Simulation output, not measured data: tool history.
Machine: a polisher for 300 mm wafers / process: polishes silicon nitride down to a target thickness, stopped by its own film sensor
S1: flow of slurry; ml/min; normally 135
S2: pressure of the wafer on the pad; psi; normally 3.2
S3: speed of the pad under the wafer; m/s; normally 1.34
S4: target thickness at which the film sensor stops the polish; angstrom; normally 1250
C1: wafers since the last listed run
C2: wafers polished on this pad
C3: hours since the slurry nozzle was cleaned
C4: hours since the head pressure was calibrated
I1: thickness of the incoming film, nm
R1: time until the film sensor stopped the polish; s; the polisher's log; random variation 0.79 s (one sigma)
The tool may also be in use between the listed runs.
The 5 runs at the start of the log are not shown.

run	day	S1	S2	S3	S4	C1	C2	C3	C4	I1	R1
# day 13.638: head pressure recalibrated
6	16.704	160	2.9	1.34	1250	894	2475	107.5	73.6	229.6	53.8
7	19.4	160	2.9	1.34	1250	572	3047	172.2	138.3	229.4	54.7
8	21.583	135	3.6	1.34	1250	463	3511	224.6	190.7	228.3	47.9
9	23.525	135	3.6	1.34	1250	412	3923	271.2	237.3	233.3	48.5
# day 24.575: worn pad replaced by a new one
10	25.979	135	3.6	1.34	1250	485	298	330.1	296.2	233.3	46.4
11	28.729	135	3.2	1.44	1250	583	882	396.1	362.2	229.3	46.3
12	30.871	135	3.2	1.44	1250	454	1337	447.5	413.6	227.6	45.5
13	33.183	135	3.2	1.44	1250	491	1828	503	469.1	232.6	49.9
14	36.696	135	3.2	1.34	1250	745	2574	587.3	553.4	227.9	50.7
15	40.662	135	3.2	1.34	1250	842	3416	682.5	648.6	230.1	52.1
# day 41.442: slurry nozzle cleaned
16	44.792	135	3.2	1.34	1250	868	4284	80.4	747.7	228.4	53.9
17	46.608	135	3.2	1.34	1250	385	4670	124	791.3	225.7	52.8
# day 47.717: worn pad replaced by a new one
18	50.288	135	3.2	1.34	1250	745	546	212.3	879.6	233.6	51.3
# day 50.942: head pressure recalibrated
19	54.408	170	2.6	1.64	1250	857	1403	311.2	83.2	230.3	50.7
20	57.988	175	2.3	1.34	1250	760	2163	397.1	169.1	231.5	65.5

Run 21 has not been measured yet. What should we expect?
21	60.5	160	3.2	1.34	1130	533	2697	457.4	229.4	230.2	?

R1: 56.4 s
With the hidden condition absent and the run-to-run variation left alone, this run would have shown R1 53.9 s.

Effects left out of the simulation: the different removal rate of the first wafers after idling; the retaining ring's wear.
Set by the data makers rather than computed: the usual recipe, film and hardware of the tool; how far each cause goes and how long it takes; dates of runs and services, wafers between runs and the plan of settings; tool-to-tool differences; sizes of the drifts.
